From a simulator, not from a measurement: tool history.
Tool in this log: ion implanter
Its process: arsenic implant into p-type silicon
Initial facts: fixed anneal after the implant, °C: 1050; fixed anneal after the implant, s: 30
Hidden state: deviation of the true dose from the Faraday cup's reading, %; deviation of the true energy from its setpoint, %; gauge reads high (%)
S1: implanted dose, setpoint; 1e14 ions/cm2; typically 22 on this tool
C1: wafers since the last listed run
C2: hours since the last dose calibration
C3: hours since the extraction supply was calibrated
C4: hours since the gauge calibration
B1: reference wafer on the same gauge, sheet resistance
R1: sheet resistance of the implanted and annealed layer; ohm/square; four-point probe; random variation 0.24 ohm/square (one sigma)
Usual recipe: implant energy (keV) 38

Run 1, hour 0: usual settings but implant energy (keV) 46.5; C1 0; C2 985; C3 3709.6; C4 967.8; B1 50.22. Result: R1 58.72 ohm/square.
Run 2, hour 76.7: usual settings; C1 1517; C2 1061.7; C3 3786.3; C4 1044.5; B1 50.23. Result: R1 61.5 ohm/square.
Run 3, hour 101.1: usual settings; C1 482; C2 1086.1; C3 3810.7; C4 1068.9; B1 50.21. Result: R1 61.46 ohm/square.
Run 4, hour 123.8: usual settings; C1 449; C2 1108.8; C3 3833.4; C4 1091.6; B1 50.2. Result: R1 61.28 ohm/square.
Run 5, hour 142.6: usual settings but S1 24.34 1e14 ions/cm2; C1 371; C2 1127.6; C3 3852.2; C4 1110.4; B1 50.24. Result: R1 58.87 ohm/square.
Run 6, hour 177.1: usual settings but S1 24.34 1e14 ions/cm2; C1 682; C2 1162.1; C3 3886.7; C4 1144.9; B1 50.31. Result: R1 58.27 ohm/square.
Run 7, hour 191.1: usual settings but S1 24.86 1e14 ions/cm2; C1 276; C2 1176.1; C3 3900.7; C4 1158.9; B1 50.2. Result: R1 58.07 ohm/square.
Run 8, hour 224.1: usual settings but S1 24.86 1e14 ions/cm2; C1 652; C2 1209.1; C3 3933.7; C4 1191.9; B1 50.15. Result: R1 58.36 ohm/square.
Run 9, hour 258.9: usual settings but S1 24.86 1e14 ions/cm2; C1 688; C2 1243.9; C3 3968.5; C4 1226.7; B1 50.18. Result: R1 58.03 ohm/square.
Run 10, hour 285.6: usual settings but S1 26.71 1e14 ions/cm2; C1 528; C2 1270.6; C3 3995.2; C4 1253.4; B1 50.2. Result: R1 56.16 ohm/square.
Run 11, hour 302.9: usual settings but S1 26.71 1e14 ions/cm2; C1 342; C2 1287.9; C3 4012.5; C4 1270.7; B1 50.24. Result: R1 56.55 ohm/square.
Run 12, hour 319.9: usual settings but S1 26.71 1e14 ions/cm2; C1 336; C2 1304.9; C3 4029.5; C4 1287.7; B1 50.22. Result: R1 56.36 ohm/square.
Run 13, hour 340.6: usual settings; C1 409; C2 1325.6; C3 4050.2; C4 1308.4; B1 50.19. Result: R1 61.62 ohm/square.
Run 14, hour 353.6: usual settings; C1 257; C2 1338.6; C3 4063.2; C4 1321.4; B1 50.11. Result: R1 61.59 ohm/square.
At hour 369.8: gauge calibrated.
Run 15, hour 371.2: usual settings but S1 24.86 1e14 ions/cm2; C1 348; C2 1356.2; C3 4080.8; C4 1.4; B1 50.19. Result: R1 58.14 ohm/square.
At hour 403.2: Faraday cup replaced and dose calibrated.
Run 16, hour 428.7: usual settings but S1 19.8 1e14 ions/cm2, implant energy (keV) 43; C1 979; C2 25.5; C3 4138.3; C4 58.9; B1 50.23. Result: R1 65.34 ohm/square.
Run 17, hour 449.6: usual settings but S1 28.43 1e14 ions/cm2, implant energy (keV) 29.5; C1 413; C2 46.4; C3 4159.2; C4 79.8; B1 50.2. Result: R1 58.6 ohm/square.
Run 18, hour 482.2: usual settings but S1 18.51 1e14 ions/cm2, implant energy (keV) 50.5; C1 645; C2 79; C3 4191.8; C4 112.4; B1 50.19. Result: R1 66.01 ohm/square.
Run 19, hour 495: usual settings but S1 24.83 1e14 ions/cm2, implant energy (keV) 31.5; C1 253; C2 91.8; C3 4204.6; C4 125.2; B1 50.31. Result: R1 61.56 ohm/square.
Run 20, hour 516.6: usual settings but S1 23.82 1e14 ions/cm2, implant energy (keV) 26.5; C1 427; C2 113.4; C3 4226.2; C4 146.8; B1 50.28. Result: R1 64.04 ohm/square.
Run 21, hour 537.7: usual settings but implant energy (keV) 33.5; C1 417; C2 134.5; C3 4247.3; C4 167.9; B1 50.31. Result: R1 64.42 ohm/square.
Run 22, hour 562.9: usual settings but implant energy (keV) 31.5; C1 498; C2 159.7; C3 4272.5; C4 193.1; B1 50.19. Result: R1 65.14 ohm/square.
Run 23, hour 588.8: usual settings; C1 512; C2 185.6; C3 4298.4; C4 219; B1 50.17. Result: R1 62.89 ohm/square.
At hour 600.4: Faraday cup replaced and dose calibrated, repeated, since the last time left the tool worse.
Run 24, hour 622.5: usual settings; C1 508; C2 22.1; C3 4332.1; C4 252.7; B1 50.2. Result: R1 60.48 ohm/square.
At hour 645: extraction supply calibrated.
Run 25, hour 645.5: usual settings; C1 296; C2 45.1; C3 0.5; C4 275.7; B1 50.2. Result: R1 60.96 ohm/square.
Run 26, hour 663.5: usual settings but S1 23.88 1e14 ions/cm2, implant energy (keV) 42.5; C1 356; C2 63.1; C3 18.5; C4 293.7; B1 50.26. Result: R1 56.58 ohm/square.
Run 27, hour 681.9: usual settings; C1 364; C2 81.5; C3 36.9; C4 312.1; B1 50.22. Result: R1 61.12 ohm/square.
Run 28, hour 780.3: usual settings; C1 1946; C2 179.9; C3 135.3; C4 410.5; B1 50.24. Result: R1 60.6 ohm/square.
Run 29, hour 799.1: usual settings but S1 24.28 1e14 ions/cm2; C1 371; C2 198.7; C3 154.1; C4 429.3; B1 50.15. Result: R1 58.06 ohm/square.
Run 30, hour 822: usual settings but S1 27.58 1e14 ions/cm2, implant energy (keV) 28; C1 453; C2 221.6; C3 177; C4 452.2; B1 50.16. Result: R1 58.34 ohm/square.
Run 31, hour 846.5: usual settings but implant energy (keV) 47.5; C1 484; C2 246.1; C3 201.5; C4 476.7; B1 50.26. Result: R1 57.98 ohm/square.
Run 32, hour 873.6: usual settings but S1 26.74 1e14 ions/cm2, implant energy (keV) 50.5; C1 536; C2 273.2; C3 228.6; C4 503.8; B1 50.18. Result: R1 52.07 ohm/square.
Run 33, hour 888.3: usual settings but S1 28.24 1e14 ions/cm2, implant energy (keV) 31.5; C1 290; C2 287.9; C3 243.3; C4 518.5; B1 50.21. Result: R1 56.84 ohm/square.
Run 34, hour 904.8: usual settings but S1 28.51 1e14 ions/cm2, implant energy (keV) 50.5; C1 326; C2 304.4; C3 259.8; C4 535; B1 50.15. Result: R1 50.41 ohm/square.
Run 35, hour 993.3: usual settings; C1 1751; C2 392.9; C3 348.3; C4 623.5; B1 50.27. Result: R1 60.88 ohm/square.
Run 36, hour 1013.4: usual settings but S1 15.77 1e14 ions/cm2; C1 397; C2 413; C3 368.4; C4 643.6; B1 50.19. Result: R1 73.32 ohm/square.
Run 37, hour 1037.7: usual settings but implant energy (keV) 34.5; C1 480; C2 437.3; C3 392.7; C4 667.9; B1 50.17. Result: R1 61.91 ohm/square.

Entry by entry between the runs, the difference in hidden state between the last listed run before and the first listed run after:
Logged between run 14 and run 15: gauge calibrated (hour 369.8)
  deviation of the true dose from the Faraday cup's reading, %: -3.55 -> -3.65
  measured less the result without the state, R1: +1.14 -> +1 ohm/square
Logged between run 15 and run 16: Faraday cup replaced and dose calibrated (hour 403.2)
  deviation of the true dose from the Faraday cup's reading, %: -3.65 -> -6.43
  measured less the result without the state, R1: +1 -> +2.46 ohm/square
Logged between run 23 and run 24: Faraday cup replaced and dose calibrated, repeated, since the last time left the tool worse (hour 600.4)
  deviation of the true dose from the Faraday cup's reading, %: -6.5 -> -0.185
  measured less the result without the state, R1: +2.17 -> +0.06 ohm/square
Logged between run 24 and run 25: extraction supply calibrated (hour 645)
  deviation of the true dose from the Faraday cup's reading, %: -0.185 -> -0.188
  measured less the result without the state, R1: +0.06 -> +0.06 ohm/square
